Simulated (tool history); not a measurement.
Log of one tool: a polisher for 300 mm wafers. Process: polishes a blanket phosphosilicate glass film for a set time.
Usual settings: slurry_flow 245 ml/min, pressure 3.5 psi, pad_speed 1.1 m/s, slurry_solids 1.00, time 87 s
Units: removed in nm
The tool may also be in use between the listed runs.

run    day  slurry_flow  pressure  pad_speed  slurry_solids  time  incoming thickness of the incoming film, nm  removed
  1  0.000          245       3.5        1.1           1.00    87                                       3623.5    855.2
     0.200  -- worn pad replaced by a new one
  2  1.017          245       3.5        1.1           1.00    87                                       3622.0    837.4
     2.238  -- conditioning disc replaced and pad reconditioned
  3  2.304          245       3.5        1.1           1.00    87                                       3640.8    801.8
  4  3.258          275       3.5        1.1           1.00    87                                       3565.7    834.5
     3.912  -- worn pad replaced by a new one
  5  4.000          275       3.5        1.1           1.00    87                                       3513.0    822.5
  6  4.546          245       3.5        1.1           1.00    87                                       3516.8    804.7
     7.325  -- worn pad replaced by a new one
  7  7.908          245       3.5        1.1           1.15    87                                       3616.5    804.4
  8  9.233          245       3.5        1.1           1.15    87                                       3558.0    800.4

Run 9 comes next. What will it give?
  9  9.738          245       3.5        1.1           1.00   106                                       3575.7        ?

removed: 902.0 nm
Without the tool's hidden state the same run would have given removed 1120.6 nm.
